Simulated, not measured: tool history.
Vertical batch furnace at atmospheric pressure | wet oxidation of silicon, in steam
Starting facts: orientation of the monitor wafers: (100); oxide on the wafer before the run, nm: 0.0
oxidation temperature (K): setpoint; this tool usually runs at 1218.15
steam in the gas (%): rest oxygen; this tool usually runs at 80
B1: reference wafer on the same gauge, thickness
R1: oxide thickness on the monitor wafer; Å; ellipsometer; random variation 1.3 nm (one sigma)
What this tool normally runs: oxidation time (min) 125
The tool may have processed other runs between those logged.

{"run": 1, "hour": 0.0, "oxidation temperature (K)": 1218.15, "oxidation time (min)": 125, "steam in the gas (%)": 80, "B1": 308.34, "R1": 3578.6}
{"run": 2, "hour": 60.3, "oxidation temperature (K)": 1218.15, "oxidation time (min)": 125, "steam in the gas (%)": 83, "B1": 308.03, "R1": 3642.5}
{"run": 3, "hour": 110.5, "oxidation temperature (K)": 1218.15, "oxidation time (min)": 125, "steam in the gas (%)": 83, "B1": 308, "R1": 3674.3}
{"run": 4, "hour": 177.6, "oxidation temperature (K)": 1218.15, "oxidation time (min)": 125, "steam in the gas (%)": 80, "B1": 308.04, "R1": 3559.8}
{"run": 5, "hour": 207.6, "oxidation temperature (K)": 1218.15, "oxidation time (min)": 125, "steam in the gas (%)": 80, "B1": 308.25, "R1": 3579.3}
{"hour": 249.4, "done": "gauge calibrated"}
{"run": 6, "hour": 277.3, "oxidation temperature (K)": 1218.15, "oxidation time (min)": 125, "steam in the gas (%)": 80, "B1": 308.03, "R1": 3573.7}
{"run": 7, "hour": 301.8, "oxidation temperature (K)": 1218.15, "oxidation time (min)": 125, "steam in the gas (%)": 80, "B1": 308.16, "R1": 3532.4}
{"hour": 391.0, "done": "thermocouples replaced and temperature profile calibrated"}
{"run": 8, "hour": 391.5, "oxidation temperature (K)": 1218.15, "oxidation time (min)": 125, "steam in the gas (%)": 80, "B1": 307.96, "R1": 3546.1}
{"run": 9, "hour": 440.3, "oxidation temperature (K)": 1218.15, "oxidation time (min)": 107, "steam in the gas (%)": 80, "B1": 307.94, "R1": 3134.5}
{"hour": 483.4, "done": "steam generator serviced"}
{"run": 10, "hour": 484.3, "oxidation temperature (K)": 1237.15, "oxidation time (min)": 125, "steam in the gas (%)": 80, "B1": 308.18, "R1": 4405.5}
{"run": 11, "hour": 521.7, "oxidation temperature (K)": 1218.15, "oxidation time (min)": 125, "steam in the gas (%)": 91, "B1": 308.37, "R1": 4127.5}
{"run": 12, "hour": 567.8, "oxidation temperature (K)": 1218.15, "oxidation time (min)": 125, "steam in the gas (%)": 80, "B1": 307.86, "R1": 3758.5}
{"run": 13, "hour": 604.8, "oxidation temperature (K)": 1230.15, "oxidation time (min)": 70.5, "steam in the gas (%)": 72, "B1": 308.09, "R1": 2490}
{"run": 14, "hour": 631.8, "oxidation temperature (K)": 1229.15, "oxidation time (min)": 125, "steam in the gas (%)": 80, "B1": 307.75, "R1": 4124.2}
{"run": 15, "hour": 681.6, "oxidation temperature (K)": 1218.15, "oxidation time (min)": 144, "steam in the gas (%)": 86, "B1": 308.12, "R1": 4406.8}
{"run": 16, "hour": 747.9, "oxidation temperature (K)": 1237.15, "oxidation time (min)": 125, "steam in the gas (%)": 80, "B1": 307.89, "R1": 4396.6}
{"run": 17, "hour": 815.2, "oxidation temperature (K)": 1218.15, "oxidation time (min)": 125, "steam in the gas (%)": 80, "B1": 307.94, "R1": 3719.2}

Predict each of these 3 candidate next runs independently; none follows another, all start after run 17:
{"run": "A", "hour": 821.0, "oxidation temperature (K)": 1239.15, "oxidation time (min)": 125, "steam in the gas (%)": 80, "B1": "?", "R1": "?"}
{"run": "B", "hour": 821.0, "oxidation temperature (K)": 1218.15, "oxidation time (min)": 144.5, "steam in the gas (%)": 75, "B1": "?", "R1": "?"}
{"run": "C", "hour": 821.0, "oxidation temperature (K)": 1237.15, "oxidation time (min)": 63, "steam in the gas (%)": 73, "B1": "?", "R1": "?"}

run=A B1=307.89 R1=4431.9
run=B B1=307.89 R1=3946
run=C B1=307.89 R1=2443.7
With the hidden condition removed and each run's random variation left untouched, the same runs would have given:
run=A R1=4473.2
run=B R1=3984.7
run=C R1=2468.9
